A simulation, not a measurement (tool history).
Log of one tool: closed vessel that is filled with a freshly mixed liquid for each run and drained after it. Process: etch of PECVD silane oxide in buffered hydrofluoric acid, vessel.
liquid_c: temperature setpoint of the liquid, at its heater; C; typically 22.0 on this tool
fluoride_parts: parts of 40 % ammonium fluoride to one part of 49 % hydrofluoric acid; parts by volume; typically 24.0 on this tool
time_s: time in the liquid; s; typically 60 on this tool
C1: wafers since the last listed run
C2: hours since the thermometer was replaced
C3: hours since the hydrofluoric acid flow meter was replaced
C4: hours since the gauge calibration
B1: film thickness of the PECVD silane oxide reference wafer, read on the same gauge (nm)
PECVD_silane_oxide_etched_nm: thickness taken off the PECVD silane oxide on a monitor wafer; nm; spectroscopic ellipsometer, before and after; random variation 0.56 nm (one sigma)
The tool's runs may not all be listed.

{"run": 1, "day": 0.0, "liquid_c": 22.0, "fluoride_parts": 24.0, "time_s": 60, "C1": 0, "C2": 1306.7, "C3": 1115.5, "C4": 533.8, "B1": 40.69, "PECVD_silane_oxide_etched_nm": 72.19}
{"run": 2, "day": 3.929, "liquid_c": 22.0, "fluoride_parts": 24.0, "time_s": 60, "C1": 8283, "C2": 1401.0, "C3": 1209.8, "C4": 628.1, "B1": 40.78, "PECVD_silane_oxide_etched_nm": 72.93}
{"run": 3, "day": 7.579, "liquid_c": 22.0, "fluoride_parts": 24.0, "time_s": 60, "C1": 7695, "C2": 1488.6, "C3": 1297.4, "C4": 715.7, "B1": 40.85, "PECVD_silane_oxide_etched_nm": 74.17}
{"run": 4, "day": 10.842, "liquid_c": 22.0, "fluoride_parts": 24.0, "time_s": 60, "C1": 6878, "C2": 1566.9, "C3": 1375.7, "C4": 794.0, "B1": 40.92, "PECVD_silane_oxide_etched_nm": 72.34}
{"run": 5, "day": 23.425, "liquid_c": 22.0, "fluoride_parts": 24.0, "time_s": 60, "C1": 26528, "C2": 1868.9, "C3": 1677.7, "C4": 1096.0, "B1": 41.1, "PECVD_silane_oxide_etched_nm": 73.82}
{"run": 6, "day": 25.412, "liquid_c": 22.0, "fluoride_parts": 24.0, "time_s": 60, "C1": 4190, "C2": 1916.6, "C3": 1725.4, "C4": 1143.7, "B1": 41.05, "PECVD_silane_oxide_etched_nm": 72.93}
{"run": 7, "day": 27.925, "liquid_c": 22.0, "fluoride_parts": 24.0, "time_s": 60, "C1": 5296, "C2": 1976.9, "C3": 1785.7, "C4": 1204.0, "B1": 41.14, "PECVD_silane_oxide_etched_nm": 73.85}
{"day": 29.375, "done": "thermometer replaced"}
{"run": 8, "day": 30.125, "liquid_c": 19.5, "fluoride_parts": 27.0, "time_s": 60, "C1": 4550, "C2": 18.0, "C3": 1838.5, "C4": 1256.8, "B1": 41.1, "PECVD_silane_oxide_etched_nm": 58.89}
{"run": 9, "day": 33.983, "liquid_c": 19.5, "fluoride_parts": 27.0, "time_s": 60, "C1": 8134, "C2": 110.6, "C3": 1931.1, "C4": 1349.4, "B1": 41.17, "PECVD_silane_oxide_etched_nm": 58.18}
{"day": 36.671, "done": "hydrofluoric acid flow meter replaced"}
{"run": 10, "day": 38.104, "liquid_c": 19.5, "fluoride_parts": 27.0, "time_s": 60, "C1": 8599, "C2": 209.5, "C3": 34.4, "C4": 1448.3, "B1": 41.15, "PECVD_silane_oxide_etched_nm": 58.64}
{"run": 11, "day": 42.517, "liquid_c": 22.0, "fluoride_parts": 28.0, "time_s": 60, "C1": 9302, "C2": 315.4, "C3": 140.3, "C4": 1554.2, "B1": 41.2, "PECVD_silane_oxide_etched_nm": 66.53}
{"day": 46.925, "done": "gauge calibrated"}
{"run": 12, "day": 46.938, "liquid_c": 22.0, "fluoride_parts": 24.0, "time_s": 60, "C1": 9320, "C2": 421.5, "C3": 246.4, "C4": 0.3, "B1": 39.77, "PECVD_silane_oxide_etched_nm": 71.18}
{"run": 13, "day": 51.017, "liquid_c": 22.0, "fluoride_parts": 24.0, "time_s": 60, "C1": 8599, "C2": 519.4, "C3": 344.3, "C4": 98.2, "B1": 40.0, "PECVD_silane_oxide_etched_nm": 71.94}
{"run": 14, "day": 55.079, "liquid_c": 22.0, "fluoride_parts": 24.0, "time_s": 60, "C1": 8564, "C2": 616.9, "C3": 441.8, "C4": 195.7, "B1": 40.18, "PECVD_silane_oxide_etched_nm": 71.18}
{"run": 15, "day": 58.083, "liquid_c": 18.5, "fluoride_parts": 24.0, "time_s": 75, "C1": 6333, "C2": 689.0, "C3": 513.9, "C4": 267.8, "B1": 40.35, "PECVD_silane_oxide_etched_nm": 74.24}
{"run": 16, "day": 62.212, "liquid_c": 19.5, "fluoride_parts": 16.0, "time_s": 50, "C1": 8705, "C2": 788.1, "C3": 613.0, "C4": 366.9, "B1": 40.44, "PECVD_silane_oxide_etched_nm": 74.37}
{"run": 17, "day": 65.367, "liquid_c": 24.5, "fluoride_parts": 30.0, "time_s": 50, "C1": 6649, "C2": 863.8, "C3": 688.7, "C4": 442.6, "B1": 40.59, "PECVD_silane_oxide_etched_nm": 59.17}
{"run": 18, "day": 68.704, "liquid_c": 22.0, "fluoride_parts": 24.0, "time_s": 60, "C1": 7036, "C2": 943.9, "C3": 768.8, "C4": 522.7, "B1": 40.68, "PECVD_silane_oxide_etched_nm": 72.44}
{"run": 19, "day": 70.558, "liquid_c": 26.5, "fluoride_parts": 24.0, "time_s": 60, "C1": 3908, "C2": 988.4, "C3": 813.3, "C4": 567.2, "B1": 40.66, "PECVD_silane_oxide_etched_nm": 93.1}
{"run": 20, "day": 74.592, "liquid_c": 22.0, "fluoride_parts": 27.0, "time_s": 75, "C1": 8503, "C2": 1085.2, "C3": 910.1, "C4": 664.0, "B1": 40.83, "PECVD_silane_oxide_etched_nm": 84.22}
{"run": 21, "day": 79.079, "liquid_c": 23.5, "fluoride_parts": 24.0, "time_s": 60, "C1": 9460, "C2": 1192.9, "C3": 1017.8, "C4": 771.7, "B1": 40.85, "PECVD_silane_oxide_etched_nm": 78.54}
{"run": 22, "day": 85.121, "liquid_c": 20.5, "fluoride_parts": 17.5, "time_s": 40, "C1": 12737, "C2": 1337.9, "C3": 1162.8, "C4": 916.7, "B1": 40.92, "PECVD_silane_oxide_etched_nm": 58.31}
{"run": 23, "day": 88.138, "liquid_c": 22.0, "fluoride_parts": 17.0, "time_s": 40, "C1": 6359, "C2": 1410.3, "C3": 1235.2, "C4": 989.1, "B1": 40.97, "PECVD_silane_oxide_etched_nm": 64.5}

The tool's hidden state at each run:
liquid hotter than its thermometer reads (K): 0 in every run
hydrofluoric acid flow above the setpoint (%): 0 in every run
H1: gauge reads high (%)
run=1 H1=1.85
run=2 H1=2.05
run=3 H1=2.21
run=4 H1=2.33
run=5 H1=2.67
run=6 H1=2.7
run=7 H1=2.75
run=8 H1=2.78
run=9 H1=2.83
run=10 H1=2.88
run=11 H1=2.92
run=12 H1=-0.487
run=13 H1=0.0815
run=14 H1=0.553
run=15 H1=0.851
run=16 H1=1.2
run=17 H1=1.43
run=18 H1=1.63
run=19 H1=1.74
run=20 H1=1.93
run=21 H1=2.11
run=22 H1=2.3
run=23 H1=2.38
